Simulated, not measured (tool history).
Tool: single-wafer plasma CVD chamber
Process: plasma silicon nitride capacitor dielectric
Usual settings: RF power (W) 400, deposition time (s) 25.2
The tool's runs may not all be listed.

| run | hour | RF power (W) | deposition time (s) | read-back reference wafer on the same gauge, thickness_nm | mean film thickness on the monitor wafer (Å) |
|---|---|---|---|---|---|
| 1 | 0.0 | 375 | 29.1 | 32.610 | 393.98 |
| 2 | 66.6 | 380 | 25.2 | 32.708 | 344.98 |
| 3 | 106.8 | 400 | 25.2 | 32.685 | 350.32 |
| 4 | 178.9 | 440 | 25.2 | 32.699 | 368.87 |
| 5 | 284.3 | 440 | 25.2 | 32.652 | 369.76 |
|  | 328.2 | RF generator calibrated |
| 6 | 328.7 | 440 | 25.2 | 32.707 | 364.32 |
| 7 | 365.4 | 400 | 25.2 | 32.755 | 354.62 |
|  | 394.6 | gauge calibrated |
| 8 | 467.3 | 445 | 23.9 | 32.732 | 349.43 |
| 9 | 519.8 | 355 | 21.6 | 32.661 | 286.10 |
|  | 565.5 | showerhead replaced |
| 10 | 624.2 | 340 | 25.2 | 32.679 | 327.96 |
| 11 | 677.5 | 400 | 21.5 | 32.699 | 300.39 |
| 12 | 723.9 | 400 | 25.2 | 32.683 | 353.36 |
| 13 | 784.2 | 400 | 20.4 | 32.665 | 285.17 |
| 14 | 891.6 | 470 | 21.9 | 32.646 | 327.88 |
| 15 | 929.7 | 430 | 27.4 | 32.693 | 395.02 |

Forecast each of these 3 alternatives for the next run:
| A | 930.1 | 400 | 25.2 | ? | ? |
| B | 930.1 | 480 | 23.4 | ? | ? |
| C | 930.1 | 445 | 26.6 | ? | ? |

| run | read-back reference wafer on the same gauge, thickness_nm | mean film thickness on the monitor wafer (Å) |
|---|---|---|
| A | 32.680 | 350.17 |
| B | 32.680 | 349.71 |
| C | 32.680 | 385.90 |
Without the tool's hidden state the same runs would have given:
| run | mean film thickness on the monitor wafer (Å) |
|---|---|
| A | 350.17 |
| B | 349.71 |
| C | 385.90 |
